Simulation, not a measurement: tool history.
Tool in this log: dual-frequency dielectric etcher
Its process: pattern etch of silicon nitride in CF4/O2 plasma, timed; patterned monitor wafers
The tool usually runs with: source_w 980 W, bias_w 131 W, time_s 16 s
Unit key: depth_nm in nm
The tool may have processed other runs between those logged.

run,hour,source_w,bias_w,time_s,wafers since the last listed run,hours since the last wet clean,hours since the last source power generator calibration,hours since the last bias power generator calibration,hours since the last upper electrode change,hours since the gauge calibration,"read-back reference wafer on the same gauge, depth_nm",depth_nm
1,0,980,131,16,0,502,1624.2,3553.2,5681.8,1159.9,47.9,54.9
# hour 11.8: source power generator calibrated
2,16.9,980,131,16,163,518.9,5.1,3570.1,5698.7,1176.8,47.9,52.2
# hour 45.2: upper electrode replaced
3,45.7,980,131,16,60,547.7,33.9,3598.9,0.5,1205.6,47.8,51.7
4,58.3,980,131,16,160,560.3,46.5,3611.5,13.1,1218.2,47.9,52.2
# hour 82.4: wet clean of the chamber
5,82.9,980,131,13.5,7,0.5,71.1,3636.1,37.7,1242.8,48,46.1
6,108.6,900,116,11.5,326,26.2,96.8,3661.8,63.4,1268.5,47.9,34.2
7,127.3,1170,131,16,237,44.9,115.5,3680.5,82.1,1287.2,47.9,64.6
8,146.8,840,116,11.5,247,64.4,135,3700,101.6,1306.7,47.9,32
9,170.2,980,131,20,297,87.8,158.4,3723.4,125,1330.1,47.9,68.3
10,192.3,830,131,20,280,109.9,180.5,3745.5,147.1,1352.2,47.9,57.6
11,205.7,980,131,17.5,170,123.3,193.9,3758.9,160.5,1365.6,47.9,59.6
12,219.6,980,119,19.5,176,137.2,207.8,3772.8,174.4,1379.5,47.9,64.2
13,240.4,980,113,19.5,264,158,228.6,3793.6,195.2,1400.3,47.9,62
14,274.2,1140,164,20.5,429,191.8,262.4,3827.4,229,1434.1,47.9,88.3
15,293.8,900,116,11.5,249,211.4,282,3847,248.6,1453.7,48,33.7
# hour 347.5: bias power generator calibrated
16,381.9,980,131,16,1068,299.5,370.1,34.4,336.7,1541.8,47.9,53.7
17,398.1,750,131,14,205,315.7,386.3,50.6,352.9,1558,47.9,35.3
18,424.1,1210,146,20.5,330,341.7,412.3,76.6,378.9,1584,47.9,88.8
# hour 445.5: gauge calibrated
19,457.4,980,161,16,423,375,445.6,109.9,412.2,11.9,47.9,57.6
20,473.7,1060,108,14,207,391.3,461.9,126.2,428.5,28.2,47.9,46.8
21,496.1,1200,140,11.5,284,413.7,484.3,148.6,450.9,50.6,47.9,48.5
22,531.6,1060,108,14,451,449.2,519.8,184.1,486.4,86.1,47.9,47.1
23,575.5,920,142,14,557,493.1,563.7,228,530.3,130,47.9,45.2
24,587.9,980,131,16,157,505.5,576.1,240.4,542.7,142.4,47.9,53.2
25,620.8,980,131,16,418,538.4,609,273.3,575.6,175.3,47.9,53.2
# hour 656.7: wet clean of the chamber
26,657.2,980,150,11,157,0.5,645.4,309.7,612,211.7,47.9,40
27,680.9,1170,157,13,301,24.2,669.1,333.4,635.7,235.4,47.9,57.9
28,703.5,1140,131,16,287,46.8,691.7,356,658.3,258,48,64.5
29,726.5,980,131,16,292,69.8,714.7,379,681.3,281,47.9,54.5

Measured less the same run without the tool's hidden state. The same run-to-run variation is in both; the gauge's scatter may not be:
What the log doesn't record here: etch rate over this chamber's usual, %; source power that arrives over what is set, %; bias power that arrives over what is set, %; gauge reads high (%).
run,depth_nm
1,+0.2
2,-2.6
3,-2.7
4,-2.8
5,+0.1
6,+0
7,-0.1
8,-0.1
9,-0.3
10,-0.3
11,-0.4
12,-0.4
13,-0.5
14,-0.9
15,-0.4
16,-0.9
17,-0.6
18,-1.7
19,-1.2
20,-1.1
21,-1.2
22,-1.2
23,-1.3
24,-1.6
25,-1.7
26,+0.3
27,+0.5
28,+0.4
29,+0.2
